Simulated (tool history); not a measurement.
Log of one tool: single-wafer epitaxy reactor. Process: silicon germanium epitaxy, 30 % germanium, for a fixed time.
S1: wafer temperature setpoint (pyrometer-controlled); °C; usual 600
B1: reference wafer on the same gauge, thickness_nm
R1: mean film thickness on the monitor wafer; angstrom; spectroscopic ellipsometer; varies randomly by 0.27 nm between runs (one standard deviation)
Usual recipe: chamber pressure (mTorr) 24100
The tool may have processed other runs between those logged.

{"run": 1, "hour": 0.0, "S1": 611, "chamber pressure (mTorr)": 24100, "B1": 66.977, "R1": 816.37}
{"run": 2, "hour": 22.6, "S1": 611, "chamber pressure (mTorr)": 24100, "B1": 66.926, "R1": 809.29}
{"run": 3, "hour": 35.1, "S1": 600, "chamber pressure (mTorr)": 27800, "B1": 67.026, "R1": 702.19}
{"run": 4, "hour": 48.5, "S1": 600, "chamber pressure (mTorr)": 24100, "B1": 66.965, "R1": 657.01}
{"hour": 57.5, "done": "gauge calibrated"}
{"run": 5, "hour": 62.1, "S1": 606, "chamber pressure (mTorr)": 24100, "B1": 67.0, "R1": 740.41}
{"run": 6, "hour": 87.0, "S1": 606, "chamber pressure (mTorr)": 24100, "B1": 66.941, "R1": 742.29}
{"run": 7, "hour": 104.0, "S1": 600, "chamber pressure (mTorr)": 24100, "B1": 66.956, "R1": 658.66}
{"run": 8, "hour": 134.2, "S1": 600, "chamber pressure (mTorr)": 24100, "B1": 67.045, "R1": 654.13}
{"run": 9, "hour": 167.2, "S1": 591, "chamber pressure (mTorr)": 24100, "B1": 66.995, "R1": 551.43}
{"run": 10, "hour": 195.3, "S1": 600, "chamber pressure (mTorr)": 24100, "B1": 66.975, "R1": 655.65}
{"hour": 203.6, "done": "showerhead replaced"}
{"run": 11, "hour": 226.9, "S1": 600, "chamber pressure (mTorr)": 24100, "B1": 66.983, "R1": 647.98}
{"run": 12, "hour": 256.9, "S1": 600, "chamber pressure (mTorr)": 22300, "B1": 66.953, "R1": 629.74}
{"hour": 272.1, "done": "capacitance manometer re-zeroed and calibrated"}
{"run": 13, "hour": 278.0, "S1": 607, "chamber pressure (mTorr)": 29500, "B1": 66.98, "R1": 810.08}
{"run": 14, "hour": 308.8, "S1": 600, "chamber pressure (mTorr)": 24100, "B1": 67.022, "R1": 651.44}
{"run": 15, "hour": 324.7, "S1": 605, "chamber pressure (mTorr)": 24100, "B1": 67.003, "R1": 718.53}
{"run": 16, "hour": 341.8, "S1": 612, "chamber pressure (mTorr)": 19300, "B1": 66.978, "R1": 742.71}
{"run": 17, "hour": 376.0, "S1": 600, "chamber pressure (mTorr)": 24100, "B1": 66.975, "R1": 651.78}
{"run": 18, "hour": 394.5, "S1": 600, "chamber pressure (mTorr)": 27700, "B1": 66.97, "R1": 689.8}
{"run": 19, "hour": 420.7, "S1": 606, "chamber pressure (mTorr)": 18600, "B1": 67.037, "R1": 648.28}
{"run": 20, "hour": 447.1, "S1": 595, "chamber pressure (mTorr)": 21100, "B1": 67.014, "R1": 551.98}
{"run": 21, "hour": 481.0, "S1": 595, "chamber pressure (mTorr)": 26800, "B1": 67.01, "R1": 607.17}
{"run": 22, "hour": 493.2, "S1": 587, "chamber pressure (mTorr)": 22200, "B1": 67.015, "R1": 479.67}
{"hour": 522.3, "done": "pyrometer calibrated"}
{"run": 23, "hour": 522.8, "S1": 600, "chamber pressure (mTorr)": 29000, "B1": 66.969, "R1": 724.08}
{"run": 24, "hour": 547.7, "S1": 600, "chamber pressure (mTorr)": 24100, "B1": 66.982, "R1": 671.04}
{"run": 25, "hour": 575.5, "S1": 600, "chamber pressure (mTorr)": 19400, "B1": 66.943, "R1": 614.41}
{"run": 26, "hour": 593.6, "S1": 600, "chamber pressure (mTorr)": 24100, "B1": 66.978, "R1": 672.37}
{"run": 27, "hour": 639.7, "S1": 614, "chamber pressure (mTorr)": 19000, "B1": 66.998, "R1": 779.55}
{"run": 28, "hour": 657.1, "S1": 600, "chamber pressure (mTorr)": 22200, "B1": 67.008, "R1": 646.81}
{"run": 29, "hour": 693.1, "S1": 589, "chamber pressure (mTorr)": 25700, "B1": 67.002, "R1": 557.85}
{"run": 30, "hour": 715.8, "S1": 600, "chamber pressure (mTorr)": 19200, "B1": 67.008, "R1": 606.92}
{"run": 31, "hour": 734.8, "S1": 592, "chamber pressure (mTorr)": 30000, "B1": 66.95, "R1": 627.82}
{"run": 32, "hour": 754.3, "S1": 589, "chamber pressure (mTorr)": 19300, "B1": 66.961, "R1": 492.68}
{"run": 33, "hour": 779.2, "S1": 591, "chamber pressure (mTorr)": 22400, "B1": 66.924, "R1": 547.08}
{"run": 34, "hour": 794.9, "S1": 589, "chamber pressure (mTorr)": 25700, "B1": 66.985, "R1": 554.01}
{"run": 35, "hour": 825.6, "S1": 606, "chamber pressure (mTorr)": 21400, "B1": 66.985, "R1": 714.93}

State the hidden condition of the tool at each of the runs:
true pressure above the setpoint (%): 0 across all the runs
gauge reads high (%): 0 across all the runs
H1: wafer temperature above the value expected at the setpoint (K)
run=1 H1=-0.638
run=2 H1=-0.688
run=3 H1=-0.716
run=4 H1=-0.747
run=5 H1=-0.779
run=6 H1=-0.84
run=7 H1=-0.883
run=8 H1=-0.961
run=9 H1=-1.05
run=10 H1=-1.13
run=11 H1=-1.22
run=12 H1=-1.31
run=13 H1=-1.38
run=14 H1=-1.48
run=15 H1=-1.53
run=16 H1=-1.59
run=17 H1=-1.7
run=18 H1=-1.77
run=19 H1=-1.86
run=20 H1=-1.96
run=21 H1=-2.09
run=22 H1=-2.14
run=23 H1=0.119
run=24 H1=0.118
run=25 H1=0.114
run=26 H1=0.11
run=27 H1=0.0947
run=28 H1=0.087
run=29 H1=0.0676
run=30 H1=0.0531
run=31 H1=0.0395
run=32 H1=0.0243
run=33 H1=0.00289
run=34 H1=-0.0117
run=35 H1=-0.0428
